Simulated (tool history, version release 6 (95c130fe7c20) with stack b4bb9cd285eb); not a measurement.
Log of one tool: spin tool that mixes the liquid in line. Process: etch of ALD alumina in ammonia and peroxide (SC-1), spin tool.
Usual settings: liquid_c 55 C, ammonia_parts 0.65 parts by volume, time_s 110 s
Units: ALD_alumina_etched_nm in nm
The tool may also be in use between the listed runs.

run	day	liquid_c	ammonia_parts	time_s	wafers since the last listed run	hours since the thermometer was replaced	hours since the ammonia flow meter was replaced	hours since the heated supply line was repaired	hours since the drum of ammonia solution was connected	hours since the gauge calibration	read-back film thickness of the ALD alumina reference wafer, read on the same gauge (nm)	ALD_alumina_etched_nm
1	0	60	0.65	140	0	36.8	1056.3	2293.2	57	941.8	99.98	15.17
2	0.725	60	0.65	140	107	54.2	1073.7	2310.6	74.4	959.2	99.98	15.08
3	1.538	55	0.65	135	120	73.7	1093.2	2330.1	93.9	978.7	100	10.88
4	2.8	55	0.65	135	187	104	1123.5	2360.4	124.2	1009	100	11.11
5	3.867	55	0.65	135	158	129.6	1149.1	2386	149.8	1034.6	99.99	10.84
6	5.338	55	0.9	110	218	164.9	1184.4	2421.3	185.1	1069.9	100	9.16
7	6.525	62.5	0.65	110	176	193.4	1212.9	2449.8	213.6	1098.4	100.01	13.32
8	7.25	55	0.65	145	107	210.8	1230.3	2467.2	231	1115.8	100	11.63
9	8.646	55	0.65	110	207	244.3	1263.8	2500.7	264.5	1149.3	100.02	8.85
10	9.221	55	0.8	170	85	258.1	1277.6	2514.5	278.3	1163.1	100.03	13.9
11	10.442	55	0.45	110	181	287.4	1306.9	2543.8	307.6	1192.4	100	8.48
# day 10.604: gauge calibrated
12	11.812	55	0.45	110	203	320.3	1339.8	2576.7	340.5	29	99.98	8.42
# day 13.071: heated supply line repaired
# day 13.754: new drum of ammonia solution connected
13	14.004	55	0.65	65	312	372.9	1392.4	22.4	6	81.6	100.01	6.08
14	14.888	55	0.65	95	131	394.1	1413.6	43.6	27.2	102.8	99.98	8.91
15	16.029	55	0.8	135	169	421.5	1441	71	54.6	130.2	99.96	12.77
16	17.217	47.5	0.9	70	176	450	1469.5	99.5	83.1	158.7	100.01	4.32
# day 18.129: ammonia flow meter replaced
17	18.292	64.5	0.8	110	153	475.8	3.9	125.3	108.9	184.5	100.01	16.62
18	18.971	47.5	0.65	110	100	492.1	20.2	141.6	125.2	200.8	100.01	6.56
19	20.446	55	0.65	110	218	527.5	55.6	177	160.6	236.2	99.97	9.9
20	21.292	55	0.65	110	125	547.8	75.9	197.3	180.9	256.5	100.03	10
21	22.562	48.5	0.8	55	188	578.3	106.4	227.8	211.4	287	100.01	3.51
22	23.479	45.5	0.65	90	135	600.3	128.4	249.8	233.4	309	100.01	4.76
23	24.867	48	0.85	60	205	633.6	161.7	283.1	266.7	342.3	100	3.71
24	26.329	55	0.65	110	216	668.7	196.8	318.2	301.8	377.4	99.99	9.61
25	27.771	61	0.45	145	213	703.3	231.4	352.8	336.4	412	99.98	17.27
26	29.062	60.5	0.95	145	191	734.3	262.4	383.8	367.4	443	100.03	17.73

List, for all runs, the conditions of the tool that the log does not record:
ammonia flow below the setpoint (%): 0 in every run
ammonia solution weaker than its label (%): 0 in every run
gauge reads high (%): 0 in every run
H1: liquid colder than its thermometer reads (K)
H2: temperature lost on the way to the wafer (K)
run	H1	H2
1	0.28	2.84
2	0.305	2.86
3	0.334	2.88
4	0.377	2.92
5	0.414	2.95
6	0.465	2.99
7	0.506	3.02
8	0.531	3.04
9	0.579	3.08
10	0.599	3.1
11	0.641	3.13
12	0.688	3.17
13	0.764	0.25
14	0.794	0.275
15	0.834	0.307
16	0.875	0.34
17	0.912	0.371
18	0.935	0.39
19	0.986	0.432
20	1.02	0.455
21	1.06	0.491
22	1.09	0.517
23	1.14	0.556
24	1.19	0.598
25	1.24	0.638
26	1.28	0.675
